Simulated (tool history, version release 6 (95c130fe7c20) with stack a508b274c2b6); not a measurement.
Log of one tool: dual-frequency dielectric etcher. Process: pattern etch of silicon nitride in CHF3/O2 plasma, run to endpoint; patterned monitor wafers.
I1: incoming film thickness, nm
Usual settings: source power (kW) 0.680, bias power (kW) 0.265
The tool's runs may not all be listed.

run 1 hour=0.0 | source_power_(kW)=0.680 bias_power_(kW)=0.265 | I1=104.0 | endpoint_time_(s)=55.3
run 2 hour=61.8 | source_power_(kW)=0.680 bias_power_(kW)=0.265 | I1=104.7 | endpoint_time_(s)=56.0
run 3 hour=157.2 | source_power_(kW)=0.680 bias_power_(kW)=0.297 | I1=104.5 | endpoint_time_(s)=54.0
run 4 hour=234.5 | source_power_(kW)=0.680 bias_power_(kW)=0.265 | I1=104.6 | endpoint_time_(s)=56.8
run 5 hour=305.7 | source_power_(kW)=0.680 bias_power_(kW)=0.265 | I1=103.6 | endpoint_time_(s)=56.1
run 6 hour=375.6 | source_power_(kW)=0.680 bias_power_(kW)=0.265 | I1=103.8 | endpoint_time_(s)=56.9
run 7 hour=422.8 | source_power_(kW)=0.680 bias_power_(kW)=0.278 | I1=103.0 | endpoint_time_(s)=55.7
run 8 hour=498.0 | source_power_(kW)=0.680 bias_power_(kW)=0.278 | I1=104.4 | endpoint_time_(s)=56.8
run 9 hour=589.2 | source_power_(kW)=0.680 bias_power_(kW)=0.278 | I1=104.3 | endpoint_time_(s)=57.1
-- hour=632.6 wet clean of the chamber
run 10 hour=633.1 | source_power_(kW)=0.680 bias_power_(kW)=0.265 | I1=103.1 | endpoint_time_(s)=55.3
run 11 hour=725.1 | source_power_(kW)=0.680 bias_power_(kW)=0.265 | I1=103.6 | endpoint_time_(s)=56.1
-- hour=730.5 bias power generator calibrated
run 12 hour=780.8 | source_power_(kW)=0.680 bias_power_(kW)=0.301 | I1=104.8 | endpoint_time_(s)=54.5
run 13 hour=853.0 | source_power_(kW)=0.620 bias_power_(kW)=0.287 | I1=105.0 | endpoint_time_(s)=56.6
-- hour=898.9 upper electrode replaced
run 14 hour=909.2 | source_power_(kW)=0.630 bias_power_(kW)=0.223 | I1=103.5 | endpoint_time_(s)=60.7
run 15 hour=1010.0 | source_power_(kW)=0.680 bias_power_(kW)=0.265 | I1=105.6 | endpoint_time_(s)=58.2
run 16 hour=1056.8 | source_power_(kW)=0.630 bias_power_(kW)=0.240 | I1=103.1 | endpoint_time_(s)=59.8
run 17 hour=1137.1 | source_power_(kW)=0.570 bias_power_(kW)=0.220 | I1=103.6 | endpoint_time_(s)=62.9
run 18 hour=1185.7 | source_power_(kW)=0.790 bias_power_(kW)=0.303 | I1=104.0 | endpoint_time_(s)=54.0
run 19 hour=1247.2 | source_power_(kW)=0.620 bias_power_(kW)=0.287 | I1=103.5 | endpoint_time_(s)=57.6
-- hour=1271.2 wet clean of the chamber
run 20 hour=1346.4 | source_power_(kW)=0.760 bias_power_(kW)=0.313 | I1=103.7 | endpoint_time_(s)=51.9
-- hour=1356.7 source power generator calibrated
run 21 hour=1424.0 | source_power_(kW)=0.810 bias_power_(kW)=0.286 | I1=104.1 | endpoint_time_(s)=53.6
run 22 hour=1481.0 | source_power_(kW)=0.520 bias_power_(kW)=0.324 | I1=105.0 | endpoint_time_(s)=56.4
run 23 hour=1666.2 | source_power_(kW)=0.760 bias_power_(kW)=0.312 | I1=103.3 | endpoint_time_(s)=52.9
run 24 hour=1708.2 | source_power_(kW)=0.600 bias_power_(kW)=0.292 | I1=103.5 | endpoint_time_(s)=56.8

Forecast run 25:
run 25 hour=1811.1 | source_power_(kW)=0.830 bias_power_(kW)=0.283 | I1=104.5 | endpoint_time_(s)=?

Run 25 gave endpoint time (s) 54.9.
Without the tool's hidden state the same run would have given endpoint time (s) 52.8.

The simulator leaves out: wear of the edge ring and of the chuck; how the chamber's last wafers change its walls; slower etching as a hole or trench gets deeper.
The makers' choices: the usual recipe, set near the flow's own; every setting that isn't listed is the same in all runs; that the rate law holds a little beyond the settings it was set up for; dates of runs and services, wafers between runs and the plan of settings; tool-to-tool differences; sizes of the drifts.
